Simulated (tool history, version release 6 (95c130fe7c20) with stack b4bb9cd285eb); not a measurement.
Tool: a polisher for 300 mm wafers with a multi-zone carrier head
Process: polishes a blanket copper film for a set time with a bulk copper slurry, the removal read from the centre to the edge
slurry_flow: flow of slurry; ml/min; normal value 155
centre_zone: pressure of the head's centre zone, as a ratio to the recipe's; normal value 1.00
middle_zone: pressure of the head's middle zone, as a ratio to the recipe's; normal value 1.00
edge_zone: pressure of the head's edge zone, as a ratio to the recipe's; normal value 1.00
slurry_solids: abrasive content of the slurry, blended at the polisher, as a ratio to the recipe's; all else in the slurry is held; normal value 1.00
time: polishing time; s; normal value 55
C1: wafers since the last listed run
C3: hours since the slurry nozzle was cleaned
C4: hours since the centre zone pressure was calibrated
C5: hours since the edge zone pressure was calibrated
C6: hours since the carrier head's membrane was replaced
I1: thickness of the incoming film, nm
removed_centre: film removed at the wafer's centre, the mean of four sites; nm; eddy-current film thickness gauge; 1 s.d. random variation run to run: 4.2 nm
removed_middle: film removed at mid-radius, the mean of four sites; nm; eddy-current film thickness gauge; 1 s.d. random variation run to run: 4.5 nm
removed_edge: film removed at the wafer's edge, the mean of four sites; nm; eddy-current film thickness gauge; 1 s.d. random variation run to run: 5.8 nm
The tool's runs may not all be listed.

{"run": 1, "day": 0.0, "slurry_flow": 155, "centre_zone": 1.0, "middle_zone": 1.0, "edge_zone": 1.0, "slurry_solids": 1.0, "time": 55, "C1": 0, "wafers polished on this pad": 322, "C3": 186.8, "C4": 492.8, "C5": 1345.1, "C6": 1760.7, "I1": 3693.7, "removed_centre": 386.1, "removed_middle": 447.7, "removed_edge": 434.9}
{"run": 2, "day": 0.492, "slurry_flow": 155, "centre_zone": 1.0, "middle_zone": 1.0, "edge_zone": 1.0, "slurry_solids": 1.0, "time": 55, "C1": 67, "wafers polished on this pad": 390, "C3": 198.6, "C4": 504.6, "C5": 1356.9, "C6": 1772.5, "I1": 3670.6, "removed_centre": 394.1, "removed_middle": 444.5, "removed_edge": 449.8}
{"run": 3, "day": 1.2, "slurry_flow": 155, "centre_zone": 1.0, "middle_zone": 1.0, "edge_zone": 1.0, "slurry_solids": 1.0, "time": 55, "C1": 97, "wafers polished on this pad": 487, "C3": 215.6, "C4": 521.6, "C5": 1373.9, "C6": 1789.5, "I1": 3682.9, "removed_centre": 391.0, "removed_middle": 454.7, "removed_edge": 440.9}
{"run": 4, "day": 1.588, "slurry_flow": 155, "centre_zone": 1.0, "middle_zone": 1.0, "edge_zone": 1.0, "slurry_solids": 1.0, "time": 55, "C1": 53, "wafers polished on this pad": 540, "C3": 224.9, "C4": 530.9, "C5": 1383.2, "C6": 1798.8, "I1": 3602.7, "removed_centre": 387.1, "removed_middle": 443.8, "removed_edge": 448.1}
{"run": 5, "day": 2.279, "slurry_flow": 155, "centre_zone": 1.0, "middle_zone": 1.0, "edge_zone": 1.0, "slurry_solids": 1.0, "time": 55, "C1": 94, "wafers polished on this pad": 635, "C3": 241.5, "C4": 547.5, "C5": 1399.8, "C6": 1815.4, "I1": 3592.5, "removed_centre": 391.7, "removed_middle": 443.4, "removed_edge": 449.1}
{"run": 6, "day": 2.55, "slurry_flow": 155, "centre_zone": 1.0, "middle_zone": 1.0, "edge_zone": 1.0, "slurry_solids": 1.0, "time": 55, "C1": 37, "wafers polished on this pad": 672, "C3": 248.0, "C4": 554.0, "C5": 1406.3, "C6": 1821.9, "I1": 3601.7, "removed_centre": 390.2, "removed_middle": 446.8, "removed_edge": 454.5}
{"run": 7, "day": 2.875, "slurry_flow": 155, "centre_zone": 1.0, "middle_zone": 0.91, "edge_zone": 1.0, "slurry_solids": 1.0, "time": 63, "C1": 44, "wafers polished on this pad": 717, "C3": 255.8, "C4": 561.8, "C5": 1414.1, "C6": 1829.7, "I1": 3655.0, "removed_centre": 443.8, "removed_middle": 479.6, "removed_edge": 510.2}
{"day": 3.454, "done": "edge zone pressure recalibrated"}
{"run": 8, "day": 3.475, "slurry_flow": 155, "centre_zone": 0.96, "middle_zone": 1.0, "edge_zone": 1.0, "slurry_solids": 1.0, "time": 55, "C1": 70, "wafers polished on this pad": 788, "C3": 270.2, "C4": 576.2, "C5": 0.5, "C6": 1844.1, "I1": 3690.2, "removed_centre": 370.1, "removed_middle": 452.8, "removed_edge": 443.3}
{"day": 4.067, "done": "carrier head's membrane replaced by a new one"}
{"run": 9, "day": 4.088, "slurry_flow": 155, "centre_zone": 1.0, "middle_zone": 1.0, "edge_zone": 1.0, "slurry_solids": 1.0, "time": 47, "C1": 55, "wafers polished on this pad": 843, "C3": 284.9, "C4": 590.9, "C5": 15.2, "C6": 0.5, "I1": 3628.4, "removed_centre": 330.7, "removed_middle": 392.1, "removed_edge": 386.4}
{"day": 4.221, "done": "centre zone pressure recalibrated"}
{"run": 10, "day": 4.496, "slurry_flow": 155, "centre_zone": 1.0, "middle_zone": 1.0, "edge_zone": 1.03, "slurry_solids": 1.0, "time": 68, "C1": 44, "wafers polished on this pad": 888, "C3": 294.7, "C4": 6.6, "C5": 25.0, "C6": 10.3, "I1": 3715.6, "removed_centre": 542.7, "removed_middle": 556.4, "removed_edge": 563.9}
{"run": 11, "day": 4.8, "slurry_flow": 155, "centre_zone": 1.0, "middle_zone": 1.0, "edge_zone": 1.0, "slurry_solids": 1.0, "time": 41, "C1": 41, "wafers polished on this pad": 929, "C3": 302.0, "C4": 13.9, "C5": 32.3, "C6": 17.6, "I1": 3577.4, "removed_centre": 329.5, "removed_middle": 334.7, "removed_edge": 330.5}
{"run": 12, "day": 5.3, "slurry_flow": 155, "centre_zone": 1.0, "middle_zone": 1.0, "edge_zone": 1.0, "slurry_solids": 1.0, "time": 55, "C1": 68, "wafers polished on this pad": 998, "C3": 314.0, "C4": 25.9, "C5": 44.3, "C6": 29.6, "I1": 3664.4, "removed_centre": 441.2, "removed_middle": 448.3, "removed_edge": 445.7}
{"run": 13, "day": 5.883, "slurry_flow": 155, "centre_zone": 1.06, "middle_zone": 1.0, "edge_zone": 1.0, "slurry_solids": 1.0, "time": 55, "C1": 80, "wafers polished on this pad": 1078, "C3": 328.0, "C4": 39.9, "C5": 58.3, "C6": 43.6, "I1": 3596.7, "removed_centre": 459.1, "removed_middle": 443.2, "removed_edge": 456.0}
{"run": 14, "day": 6.588, "slurry_flow": 190, "centre_zone": 1.0, "middle_zone": 1.0, "edge_zone": 1.0, "slurry_solids": 1.0, "time": 55, "C1": 96, "wafers polished on this pad": 1175, "C3": 344.9, "C4": 56.8, "C5": 75.2, "C6": 60.5, "I1": 3732.5, "removed_centre": 447.5, "removed_middle": 463.9, "removed_edge": 457.2}
{"run": 15, "day": 7.262, "slurry_flow": 120, "centre_zone": 1.0, "middle_zone": 0.91, "edge_zone": 1.07, "slurry_solids": 0.7, "time": 55, "C1": 92, "wafers polished on this pad": 1267, "C3": 361.1, "C4": 73.0, "C5": 91.4, "C6": 76.7, "I1": 3625.4, "removed_centre": 381.6, "removed_middle": 368.0, "removed_edge": 410.8}
{"day": 7.738, "done": "slurry nozzle cleaned"}
{"run": 16, "day": 7.862, "slurry_flow": 190, "centre_zone": 1.0, "middle_zone": 1.12, "edge_zone": 1.11, "slurry_solids": 1.0, "time": 71, "C1": 76, "wafers polished on this pad": 1344, "C3": 3.0, "C4": 87.4, "C5": 105.8, "C6": 91.1, "I1": 3647.6, "removed_centre": 572.7, "removed_middle": 673.4, "removed_edge": 616.2}
{"day": 8.529, "done": "worn pad replaced by a new one"}
{"run": 17, "day": 8.55, "slurry_flow": 155, "centre_zone": 1.0, "middle_zone": 1.0, "edge_zone": 1.0, "slurry_solids": 1.0, "time": 55, "C1": 71, "wafers polished on this pad": 2, "C3": 19.5, "C4": 103.9, "C5": 122.3, "C6": 107.6, "I1": 3668.1, "removed_centre": 426.6, "removed_middle": 452.6, "removed_edge": 451.3}
{"run": 18, "day": 9.117, "slurry_flow": 155, "centre_zone": 1.0, "middle_zone": 1.0, "edge_zone": 1.0, "slurry_solids": 1.15, "time": 55, "C1": 77, "wafers polished on this pad": 80, "C3": 33.1, "C4": 117.5, "C5": 135.9, "C6": 121.2, "I1": 3712.4, "removed_centre": 433.9, "removed_middle": 455.5, "removed_edge": 451.5}
{"run": 19, "day": 9.788, "slurry_flow": 155, "centre_zone": 1.0, "middle_zone": 1.0, "edge_zone": 1.0, "slurry_solids": 1.0, "time": 55, "C1": 92, "wafers polished on this pad": 172, "C3": 49.2, "C4": 133.6, "C5": 152.0, "C6": 137.3, "I1": 3678.3, "removed_centre": 414.9, "removed_middle": 446.5, "removed_edge": 450.1}
{"run": 20, "day": 10.967, "slurry_flow": 155, "centre_zone": 0.95, "middle_zone": 1.0, "edge_zone": 1.05, "slurry_solids": 1.1, "time": 55, "C1": 161, "wafers polished on this pad": 334, "C3": 77.5, "C4": 161.9, "C5": 180.3, "C6": 165.6, "I1": 3656.6, "removed_centre": 405.8, "removed_middle": 462.2, "removed_edge": 464.6}
{"run": 21, "day": 11.3, "slurry_flow": 110, "centre_zone": 0.95, "middle_zone": 1.0, "edge_zone": 1.0, "slurry_solids": 0.9, "time": 36, "C1": 45, "wafers polished on this pad": 380, "C3": 85.5, "C4": 169.9, "C5": 188.3, "C6": 173.6, "I1": 3644.6, "removed_centre": 230.6, "removed_middle": 266.3, "removed_edge": 269.3}

Here are 3 independent what-if runs from the current tool condition. What would each one return?
{"run": "A", "day": 11.317, "slurry_flow": 155, "centre_zone": 1.0, "middle_zone": 1.0, "edge_zone": 1.0, "slurry_solids": 1.0, "time": 70, "C1": 2, "wafers polished on this pad": 382, "C3": 85.9, "C4": 170.3, "C5": 188.7, "C6": 174.0, "I1": 3605.9, "removed_centre": "?", "removed_middle": "?", "removed_edge": "?"}
{"run": "B", "day": 11.317, "slurry_flow": 195, "centre_zone": 1.0, "middle_zone": 1.0, "edge_zone": 1.1, "slurry_solids": 1.2, "time": 55, "C1": 2, "wafers polished on this pad": 382, "C3": 85.9, "C4": 170.3, "C5": 188.7, "C6": 174.0, "I1": 3605.9, "removed_centre": "?", "removed_middle": "?", "removed_edge": "?"}
{"run": "C", "day": 11.317, "slurry_flow": 125, "centre_zone": 1.0, "middle_zone": 1.0, "edge_zone": 1.0, "slurry_solids": 1.0, "time": 55, "C1": 2, "wafers polished on this pad": 382, "C3": 85.9, "C4": 170.3, "C5": 188.7, "C6": 174.0, "I1": 3605.9, "removed_centre": "?", "removed_middle": "?", "removed_edge": "?"}

run=A removed_centre=527.3 removed_middle=573.4 removed_edge=569.9
run=B removed_centre=448.7 removed_middle=485.4 removed_edge=500.3
run=C removed_centre=391.6 removed_middle=428.8 removed_edge=432.3
Without the tool's hidden state the same runs would have given:
run=A removed_centre=566.0 removed_middle=573.2 removed_edge=569.9
run=B removed_centre=481.7 removed_middle=485.2 removed_edge=500.3
run=C removed_centre=420.4 removed_middle=428.6 removed_edge=432.3
